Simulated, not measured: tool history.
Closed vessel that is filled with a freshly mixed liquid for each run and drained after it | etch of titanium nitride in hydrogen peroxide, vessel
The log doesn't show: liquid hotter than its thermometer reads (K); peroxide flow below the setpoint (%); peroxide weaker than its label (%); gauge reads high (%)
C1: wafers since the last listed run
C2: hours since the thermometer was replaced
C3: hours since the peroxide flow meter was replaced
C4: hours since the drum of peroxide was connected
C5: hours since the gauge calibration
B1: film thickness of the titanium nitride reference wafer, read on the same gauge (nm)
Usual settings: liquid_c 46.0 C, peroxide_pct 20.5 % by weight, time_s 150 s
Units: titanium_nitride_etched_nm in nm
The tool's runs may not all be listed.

{"run": 1, "hour": 0.0, "liquid_c": 46.0, "peroxide_pct": 17.0, "time_s": 150, "C1": 0, "C2": 859.2, "C3": 1264.3, "C4": 297.5, "C5": 1389.9, "B1": 153.317, "titanium_nitride_etched_nm": 4.281}
{"run": 2, "hour": 57.2, "liquid_c": 46.0, "peroxide_pct": 25.0, "time_s": 150, "C1": 5336, "C2": 916.4, "C3": 1321.5, "C4": 354.7, "C5": 1447.1, "B1": 153.447, "titanium_nitride_etched_nm": 4.632}
{"run": 3, "hour": 224.0, "liquid_c": 46.0, "peroxide_pct": 20.5, "time_s": 120, "C1": 15562, "C2": 1083.2, "C3": 1488.3, "C4": 521.5, "C5": 1613.9, "B1": 153.962, "titanium_nitride_etched_nm": 3.522}
{"run": 4, "hour": 267.5, "liquid_c": 46.0, "peroxide_pct": 20.5, "time_s": 120, "C1": 4058, "C2": 1126.7, "C3": 1531.8, "C4": 565.0, "C5": 1657.4, "B1": 154.143, "titanium_nitride_etched_nm": 3.597}
{"hour": 312.3, "done": "new drum of peroxide connected"}
{"run": 5, "hour": 318.8, "liquid_c": 42.5, "peroxide_pct": 20.5, "time_s": 150, "C1": 4693, "C2": 1178.0, "C3": 1583.1, "C4": 6.5, "C5": 1708.7, "B1": 154.26, "titanium_nitride_etched_nm": 3.469}
{"run": 6, "hour": 389.0, "liquid_c": 42.5, "peroxide_pct": 20.5, "time_s": 150, "C1": 6549, "C2": 1248.2, "C3": 1653.3, "C4": 76.7, "C5": 1778.9, "B1": 154.477, "titanium_nitride_etched_nm": 3.479}
{"run": 7, "hour": 421.6, "liquid_c": 39.0, "peroxide_pct": 20.5, "time_s": 150, "C1": 3041, "C2": 1280.8, "C3": 1685.9, "C4": 109.3, "C5": 1811.5, "B1": 154.592, "titanium_nitride_etched_nm": 2.623}
{"hour": 473.5, "done": "gauge calibrated"}
{"run": 8, "hour": 601.7, "liquid_c": 52.0, "peroxide_pct": 20.5, "time_s": 150, "C1": 16803, "C2": 1460.9, "C3": 1866.0, "C4": 289.4, "C5": 128.2, "B1": 150.492, "titanium_nitride_etched_nm": 6.769}
{"run": 9, "hour": 646.3, "liquid_c": 46.0, "peroxide_pct": 20.5, "time_s": 150, "C1": 4161, "C2": 1505.5, "C3": 1910.6, "C4": 334.0, "C5": 172.8, "B1": 150.617, "titanium_nitride_etched_nm": 4.382}
{"run": 10, "hour": 692.8, "liquid_c": 46.0, "peroxide_pct": 20.5, "time_s": 150, "C1": 4338, "C2": 1552.0, "C3": 1957.1, "C4": 380.5, "C5": 219.3, "B1": 150.739, "titanium_nitride_etched_nm": 4.431}
{"run": 11, "hour": 757.4, "liquid_c": 42.0, "peroxide_pct": 23.5, "time_s": 210, "C1": 6027, "C2": 1616.6, "C3": 2021.7, "C4": 445.1, "C5": 283.9, "B1": 150.906, "titanium_nitride_etched_nm": 4.721}
{"run": 12, "hour": 807.3, "liquid_c": 37.5, "peroxide_pct": 20.5, "time_s": 180, "C1": 4655, "C2": 1666.5, "C3": 2071.6, "C4": 495.0, "C5": 333.8, "B1": 151.046, "titanium_nitride_etched_nm": 2.773}
{"run": 13, "hour": 860.1, "liquid_c": 50.5, "peroxide_pct": 22.5, "time_s": 190, "C1": 4926, "C2": 1719.3, "C3": 2124.4, "C4": 547.8, "C5": 386.6, "B1": 151.187, "titanium_nitride_etched_nm": 7.931}
{"run": 14, "hour": 909.9, "liquid_c": 49.5, "peroxide_pct": 17.5, "time_s": 180, "C1": 4646, "C2": 1769.1, "C3": 2174.2, "C4": 597.6, "C5": 436.4, "B1": 151.356, "titanium_nitride_etched_nm": 6.521}
{"run": 15, "hour": 942.1, "liquid_c": 41.5, "peroxide_pct": 20.5, "time_s": 150, "C1": 3004, "C2": 1801.3, "C3": 2206.4, "C4": 629.8, "C5": 468.6, "B1": 151.415, "titanium_nitride_etched_nm": 3.11}
{"hour": 963.5, "done": "thermometer replaced"}
{"run": 16, "hour": 969.4, "liquid_c": 46.0, "peroxide_pct": 20.5, "time_s": 150, "C1": 2453, "C2": 5.9, "C3": 2233.7, "C4": 657.1, "C5": 495.9, "B1": 151.556, "titanium_nitride_etched_nm": 4.385}
{"hour": 985.3, "done": "new drum of peroxide connected"}
{"hour": 1003.3, "done": "peroxide flow meter replaced"}
{"run": 17, "hour": 1027.1, "liquid_c": 40.5, "peroxide_pct": 26.0, "time_s": 150, "C1": 5196, "C2": 63.6, "C3": 23.8, "C4": 41.8, "C5": 553.6, "B1": 151.722, "titanium_nitride_etched_nm": 3.084}
{"run": 18, "hour": 1082.1, "liquid_c": 46.0, "peroxide_pct": 20.5, "time_s": 150, "C1": 5131, "C2": 118.6, "C3": 78.8, "C4": 96.8, "C5": 608.6, "B1": 151.896, "titanium_nitride_etched_nm": 4.406}
{"run": 19, "hour": 1119.9, "liquid_c": 54.5, "peroxide_pct": 18.0, "time_s": 150, "C1": 3526, "C2": 156.4, "C3": 116.6, "C4": 134.6, "C5": 646.4, "B1": 151.948, "titanium_nitride_etched_nm": 7.903}
{"run": 20, "hour": 1153.6, "liquid_c": 53.5, "peroxide_pct": 20.5, "time_s": 175, "C1": 3144, "C2": 190.1, "C3": 150.3, "C4": 168.3, "C5": 680.1, "B1": 152.091, "titanium_nitride_etched_nm": 8.873}
{"run": 21, "hour": 1192.2, "liquid_c": 46.0, "peroxide_pct": 26.5, "time_s": 215, "C1": 3601, "C2": 228.7, "C3": 188.9, "C4": 206.9, "C5": 718.7, "B1": 152.209, "titanium_nitride_etched_nm": 6.671}
{"run": 22, "hour": 1261.1, "liquid_c": 46.0, "peroxide_pct": 20.5, "time_s": 150, "C1": 6428, "C2": 297.6, "C3": 257.8, "C4": 275.8, "C5": 787.6, "B1": 152.394, "titanium_nitride_etched_nm": 4.392}
{"run": 23, "hour": 1293.1, "liquid_c": 49.0, "peroxide_pct": 17.5, "time_s": 205, "C1": 2985, "C2": 329.6, "C3": 289.8, "C4": 307.8, "C5": 819.6, "B1": 152.481, "titanium_nitride_etched_nm": 7.282}
{"run": 24, "hour": 1362.6, "liquid_c": 41.5, "peroxide_pct": 20.5, "time_s": 110, "C1": 6484, "C2": 399.1, "C3": 359.3, "C4": 377.3, "C5": 889.1, "B1": 152.666, "titanium_nitride_etched_nm": 2.338}
{"run": 25, "hour": 1399.9, "liquid_c": 46.0, "peroxide_pct": 20.5, "time_s": 150, "C1": 3480, "C2": 436.4, "C3": 396.6, "C4": 414.6, "C5": 926.4, "B1": 152.77, "titanium_nitride_etched_nm": 4.411}
{"run": 26, "hour": 1430.5, "liquid_c": 46.0, "peroxide_pct": 24.0, "time_s": 150, "C1": 2855, "C2": 467.0, "C3": 427.2, "C4": 445.2, "C5": 957.0, "B1": 152.937, "titanium_nitride_etched_nm": 4.622}
{"run": 27, "hour": 1473.4, "liquid_c": 54.0, "peroxide_pct": 20.5, "time_s": 185, "C1": 4002, "C2": 509.9, "C3": 470.1, "C4": 488.1, "C5": 999.9, "B1": 152.982, "titanium_nitride_etched_nm": 9.737}
{"run": 28, "hour": 1501.6, "liquid_c": 55.0, "peroxide_pct": 23.0, "time_s": 70, "C1": 2631, "C2": 538.1, "C3": 498.3, "C4": 516.3, "C5": 1028.1, "B1": 153.076, "titanium_nitride_etched_nm": 4.09}

5 ways to go on from here, each from the tool as it stands after run 28. What would each give?
{"run": "A", "hour": 1502.3, "liquid_c": 46.0, "peroxide_pct": 20.5, "time_s": 150, "C1": 65, "C2": 538.8, "C3": 499.0, "C4": 517.0, "C5": 1028.8, "B1": "?", "titanium_nitride_etched_nm": "?"}
{"run": "B", "hour": 1502.3, "liquid_c": 54.0, "peroxide_pct": 16.0, "time_s": 175, "C1": 65, "C2": 538.8, "C3": 499.0, "C4": 517.0, "C5": 1028.8, "B1": "?", "titanium_nitride_etched_nm": "?"}
{"run": "C", "hour": 1502.3, "liquid_c": 56.0, "peroxide_pct": 20.5, "time_s": 125, "C1": 65, "C2": 538.8, "C3": 499.0, "C4": 517.0, "C5": 1028.8, "B1": "?", "titanium_nitride_etched_nm": "?"}
{"run": "D", "hour": 1502.3, "liquid_c": 52.5, "peroxide_pct": 20.5, "time_s": 150, "C1": 65, "C2": 538.8, "C3": 499.0, "C4": 517.0, "C5": 1028.8, "B1": "?", "titanium_nitride_etched_nm": "?"}
{"run": "E", "hour": 1502.3, "liquid_c": 46.0, "peroxide_pct": 20.5, "time_s": 210, "C1": 65, "C2": 538.8, "C3": 499.0, "C4": 517.0, "C5": 1028.8, "B1": "?", "titanium_nitride_etched_nm": "?"}

run=A B1=153.085 titanium_nitride_etched_nm=4.451
run=B B1=153.085 titanium_nitride_etched_nm=8.780
run=C B1=153.085 titanium_nitride_etched_nm=7.606
run=D B1=153.085 titanium_nitride_etched_nm=7.134
run=E B1=153.085 titanium_nitride_etched_nm=6.232
Without the tool's hidden state the same runs would have given:
run=A titanium_nitride_etched_nm=4.361
run=B titanium_nitride_etched_nm=8.603
run=C titanium_nitride_etched_nm=7.452
run=D titanium_nitride_etched_nm=6.990
run=E titanium_nitride_etched_nm=6.106

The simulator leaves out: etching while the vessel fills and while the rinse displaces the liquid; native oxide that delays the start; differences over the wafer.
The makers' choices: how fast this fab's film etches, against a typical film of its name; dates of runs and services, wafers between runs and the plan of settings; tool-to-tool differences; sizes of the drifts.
